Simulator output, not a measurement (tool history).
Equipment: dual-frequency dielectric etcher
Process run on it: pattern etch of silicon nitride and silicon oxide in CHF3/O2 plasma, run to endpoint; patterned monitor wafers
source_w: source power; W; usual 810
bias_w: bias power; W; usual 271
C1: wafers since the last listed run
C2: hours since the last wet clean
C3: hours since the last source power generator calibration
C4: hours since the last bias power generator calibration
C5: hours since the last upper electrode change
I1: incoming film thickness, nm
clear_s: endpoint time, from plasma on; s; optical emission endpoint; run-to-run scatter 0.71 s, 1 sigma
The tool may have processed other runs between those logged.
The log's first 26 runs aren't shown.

{"run": 27, "hour": 1906.3, "source_w": 1010, "bias_w": 330, "C1": 588, "C2": 529.8, "C3": 617.9, "C4": 1270.3, "C5": 290.9, "I1": 224.4, "clear_s": 103.5}
{"run": 28, "hour": 1990.3, "source_w": 810, "bias_w": 271, "C1": 765, "C2": 613.8, "C3": 701.9, "C4": 1354.3, "C5": 374.9, "I1": 224.8, "clear_s": 125.1}
{"run": 29, "hour": 2036.5, "source_w": 1000, "bias_w": 271, "C1": 420, "C2": 660.0, "C3": 748.1, "C4": 1400.5, "C5": 421.1, "I1": 223.5, "clear_s": 111.4}
{"hour": 2050.1, "done": "bias power generator calibrated"}
{"run": 30, "hour": 2121.3, "source_w": 680, "bias_w": 211, "C1": 736, "C2": 744.8, "C3": 832.9, "C4": 71.2, "C5": 505.9, "I1": 222.2, "clear_s": 149.1}
{"run": 31, "hour": 2225.6, "source_w": 940, "bias_w": 296, "C1": 950, "C2": 849.1, "C3": 937.2, "C4": 175.5, "C5": 610.2, "I1": 222.4, "clear_s": 111.5}
{"hour": 2278.5, "done": "wet clean of the chamber"}
{"run": 32, "hour": 2321.4, "source_w": 650, "bias_w": 204, "C1": 654, "C2": 42.9, "C3": 1033.0, "C4": 271.3, "C5": 706.0, "I1": 224.3, "clear_s": 151.5}
{"run": 33, "hour": 2381.4, "source_w": 810, "bias_w": 271, "C1": 546, "C2": 102.9, "C3": 1093.0, "C4": 331.3, "C5": 766.0, "I1": 223.5, "clear_s": 120.2}
{"run": 34, "hour": 2472.7, "source_w": 630, "bias_w": 320, "C1": 831, "C2": 194.2, "C3": 1184.3, "C4": 422.6, "C5": 857.3, "I1": 222.5, "clear_s": 135.8}
{"run": 35, "hour": 2512.0, "source_w": 910, "bias_w": 210, "C1": 357, "C2": 233.5, "C3": 1223.6, "C4": 461.9, "C5": 896.6, "I1": 220.4, "clear_s": 120.4}

Here are 4 independent what-if runs from the current tool condition. What would each one return?
{"run": "A", "hour": 2512.5, "source_w": 810, "bias_w": 271, "C1": 4, "C2": 234.0, "C3": 1224.1, "C4": 462.4, "C5": 897.1, "I1": 221.0, "clear_s": "?"}
{"run": "B", "hour": 2512.5, "source_w": 900, "bias_w": 313, "C1": 4, "C2": 234.0, "C3": 1224.1, "C4": 462.4, "C5": 897.1, "I1": 221.0, "clear_s": "?"}
{"run": "C", "hour": 2512.5, "source_w": 810, "bias_w": 298, "C1": 4, "C2": 234.0, "C3": 1224.1, "C4": 462.4, "C5": 897.1, "I1": 221.0, "clear_s": "?"}
{"run": "D", "hour": 2512.5, "source_w": 670, "bias_w": 251, "C1": 4, "C2": 234.0, "C3": 1224.1, "C4": 462.4, "C5": 897.1, "I1": 221.0, "clear_s": "?"}

run=A clear_s=119.8
run=B clear_s=107.8
run=C clear_s=116.4
run=D clear_s=138.5
With no hidden state in the tool, these same runs would have given:
run=A clear_s=120.5
run=B clear_s=108.4
run=C clear_s=117.0
run=D clear_s=139.3

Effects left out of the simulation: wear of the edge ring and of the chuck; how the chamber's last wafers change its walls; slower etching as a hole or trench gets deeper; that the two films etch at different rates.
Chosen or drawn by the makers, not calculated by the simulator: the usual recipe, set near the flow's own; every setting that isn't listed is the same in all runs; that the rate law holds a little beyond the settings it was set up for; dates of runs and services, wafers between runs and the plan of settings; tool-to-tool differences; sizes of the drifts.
